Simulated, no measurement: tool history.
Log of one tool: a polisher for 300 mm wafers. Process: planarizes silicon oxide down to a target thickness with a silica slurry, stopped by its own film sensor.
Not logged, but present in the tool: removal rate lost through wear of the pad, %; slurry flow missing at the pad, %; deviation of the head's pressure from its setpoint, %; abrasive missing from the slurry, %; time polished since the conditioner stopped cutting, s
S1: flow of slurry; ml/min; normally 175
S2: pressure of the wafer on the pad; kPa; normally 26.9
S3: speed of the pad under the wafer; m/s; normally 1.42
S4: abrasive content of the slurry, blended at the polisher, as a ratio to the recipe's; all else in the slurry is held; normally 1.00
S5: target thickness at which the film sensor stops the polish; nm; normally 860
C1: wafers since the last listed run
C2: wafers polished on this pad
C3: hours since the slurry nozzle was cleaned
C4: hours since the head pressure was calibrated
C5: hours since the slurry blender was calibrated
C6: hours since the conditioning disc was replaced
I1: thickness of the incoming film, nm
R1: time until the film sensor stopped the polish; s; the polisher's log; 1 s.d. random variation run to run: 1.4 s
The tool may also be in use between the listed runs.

run	hour	S1	S2	S3	S4	S5	C1	C2	C3	C4	C5	C6	I1	R1
1	0.0	175	26.9	1.42	1.00	860	0	231	369.3	193.8	327.1	51.5	1278.2	119.8
# hour 95.8: slurry nozzle cleaned
# hour 138.7: slurry blender recalibrated
2	216.2	175	26.9	1.42	1.00	860	2387	2618	120.4	410.0	77.5	267.7	1256.9	108.1
3	252.2	175	26.9	1.42	1.00	860	403	3021	156.4	446.0	113.5	303.7	1285.7	115.0
# hour 316.9: conditioning disc replaced and pad reconditioned
# hour 356.5: worn pad replaced by a new one
4	357.0	130	26.9	1.06	1.00	860	1106	5	261.2	550.8	218.3	40.1	1261.8	145.5
5	448.4	175	26.9	1.42	1.00	790	1023	1028	352.6	642.2	309.7	131.5	1266.2	137.6
# hour 477.8: slurry nozzle cleaned
6	508.5	175	26.9	1.42	1.00	790	661	1690	30.7	702.3	369.8	191.6	1306.0	141.1
# hour 543.6: slurry blender recalibrated
7	586.1	175	26.9	1.42	1.00	790	846	2536	108.3	779.9	42.5	269.2	1268.6	129.0
# hour 725.1: conditioning disc replaced and pad reconditioned
# hour 748.7: head pressure recalibrated
# hour 778.7: worn pad replaced by a new one
8	873.3	175	20.7	1.42	1.00	860	3125	1059	395.5	124.6	329.7	148.2	1275.9	157.2
# hour 895.5: slurry nozzle cleaned
9	972.2	175	26.9	1.42	1.10	860	1096	2155	76.7	223.5	428.6	247.1	1291.8	117.0
# hour 976.6: slurry blender recalibrated
10	1077.1	175	26.9	1.42	1.00	860	1152	3307	181.6	328.4	100.5	352.0	1299.0	119.8
11	1125.6	175	26.9	1.42	1.00	958	543	3850	230.1	376.9	149.0	400.5	1294.4	91.3
# hour 1169.8: worn pad replaced by a new one
# hour 1175.3: conditioning disc replaced and pad reconditioned
12	1198.9	205	26.9	1.20	1.00	860	753	303	303.4	450.2	222.3	23.6	1303.3	138.9
13	1236.2	200	35.2	1.42	1.00	860	417	721	340.7	487.5	259.6	60.9	1251.9	84.2
14	1332.2	175	26.9	1.42	1.00	752	1074	1796	436.7	583.5	355.6	156.9	1273.7	151.7
# hour 1366.1: slurry nozzle cleaned
# hour 1398.2: slurry blender recalibrated
15	1413.3	175	26.9	1.86	1.00	860	874	2670	47.2	664.6	15.1	238.0	1276.3	90.2
16	1516.9	215	26.9	1.78	1.30	753	1159	3830	150.8	768.2	118.7	341.6	1282.2	100.8
# hour 1594.5: worn pad replaced by a new one
17	1596.2	155	26.9	0.98	1.25	785	843	19	230.1	847.5	198.0	420.9	1291.5	167.5
# hour 1624.4: conditioning disc replaced and pad reconditioned
# hour 1631.4: head pressure recalibrated
18	1670.2	175	26.9	1.42	0.90	860	783	803	304.1	38.8	272.0	45.8	1283.6	128.1
19	1708.9	175	26.9	1.42	1.00	860	433	1236	342.8	77.5	310.7	84.5	1275.1	119.0
# hour 1761.4: slurry nozzle cleaned
# hour 1812.2: slurry blender recalibrated
20	1813.9	175	17.9	1.04	0.80	860	1142	2378	52.5	182.5	1.7	189.5	1280.9	269.5
21	1920.3	175	26.9	1.42	1.00	860	1191	3569	158.9	288.9	108.1	295.9	1276.7	114.0
# hour 1959.9: worn pad replaced by a new one
# hour 1989.9: conditioning disc replaced and pad reconditioned
22	1993.6	140	31.0	1.42	1.10	785	753	355	232.2	362.2	181.4	3.7	1302.5	117.9
23	2053.0	175	26.9	1.42	1.00	860	665	1020	291.6	421.6	240.8	63.1	1277.7	116.7

Take each entry between the runs: how does the hidden state at the last listed run before it differ from the hidden state at the first listed run after it?
Logged between run 1 and run 2: slurry nozzle cleaned (hour 95.8); slurry blender recalibrated (hour 138.7)
  slurry flow missing at the pad, %: 33.6 -> 6.25; abrasive missing from the slurry, %: 4.67 -> 0.63
  measured less the result without the state, R1: +9.1 -> +1.2 s
Logged between run 3 and run 4: conditioning disc replaced and pad reconditioned (hour 316.9); worn pad replaced by a new one (hour 356.5)
  slurry flow missing at the pad, %: 8.61 -> 19; abrasive missing from the slurry, %: 0.909 -> 2.32
  measured less the result without the state, R1: +1.8 -> +6.2 s
Logged between run 5 and run 6: slurry nozzle cleaned (hour 477.8)
  slurry flow missing at the pad, %: 32.3 -> 3.08; abrasive missing from the slurry, %: 4.28 -> 5.93
  measured less the result without the state, R1: +9.8 -> +6.8 s
Logged between run 6 and run 7: slurry blender recalibrated (hour 543.6)
  slurry flow missing at the pad, %: 3.08 -> 5.64; abrasive missing from the slurry, %: 5.93 -> 0.801
  measured less the result without the state, R1: +6.8 -> +1.5 s
Logged between run 7 and run 8: conditioning disc replaced and pad reconditioned (hour 725.1); head pressure recalibrated (hour 748.7); worn pad replaced by a new one (hour 778.7)
  slurry flow missing at the pad, %: 5.64 -> 40; abrasive missing from the slurry, %: 0.801 -> 5.14
  measured less the result without the state, R1: +1.5 -> +14.0 s
Logged between run 8 and run 9: slurry nozzle cleaned (hour 895.5)
  slurry flow missing at the pad, %: 40 -> 5.22; abrasive missing from the slurry, %: 5.14 -> 8.18
  measured less the result without the state, R1: +14.0 -> +7.5 s
Logged between run 9 and run 10: slurry blender recalibrated (hour 976.6)
  slurry flow missing at the pad, %: 5.22 -> 11.6; abrasive missing from the slurry, %: 8.18 -> 0.582
  measured less the result without the state, R1: +7.5 -> +2.0 s
Logged between run 11 and run 12: worn pad replaced by a new one (hour 1169.8); conditioning disc replaced and pad reconditioned (hour 1175.3)
  slurry flow missing at the pad, %: 16.4 -> 25.7; abrasive missing from the slurry, %: 1.07 -> 2.18
  measured less the result without the state, R1: +2.4 -> +6.0 s
Logged between run 14 and run 15: slurry nozzle cleaned (hour 1366.1); slurry blender recalibrated (hour 1398.2)
  slurry flow missing at the pad, %: 49.1 -> 2.19; abrasive missing from the slurry, %: 5.3 -> 0.371
  measured less the result without the state, R1: +16.3 -> +0.5 s
Logged between run 16 and run 17: worn pad replaced by a new one (hour 1594.5)
  slurry flow missing at the pad, %: 7.06 -> 14.2; abrasive missing from the slurry, %: 0.933 -> 1.95
  measured less the result without the state, R1: +1.2 -> +4.7 s
Logged between run 17 and run 18: conditioning disc replaced and pad reconditioned (hour 1624.4); head pressure recalibrated (hour 1631.4)
  slurry flow missing at the pad, %: 14.2 -> 23.6; abrasive missing from the slurry, %: 1.95 -> 3.36
  measured less the result without the state, R1: +4.7 -> +6.9 s
Logged between run 19 and run 20: slurry nozzle cleaned (hour 1761.4); slurry blender recalibrated (hour 1812.2)
  slurry flow missing at the pad, %: 29.5 -> 7.12; abrasive missing from the slurry, %: 4.28 -> 0.0329
  measured less the result without the state, R1: +8.0 -> +2.1 s
Logged between run 21 and run 22: worn pad replaced by a new one (hour 1959.9); conditioning disc replaced and pad reconditioned (hour 1989.9)
  slurry flow missing at the pad, %: 12.5 -> 19.3; abrasive missing from the slurry, %: 0.507 -> 1.37
  measured less the result without the state, R1: +1.9 -> +4.0 s
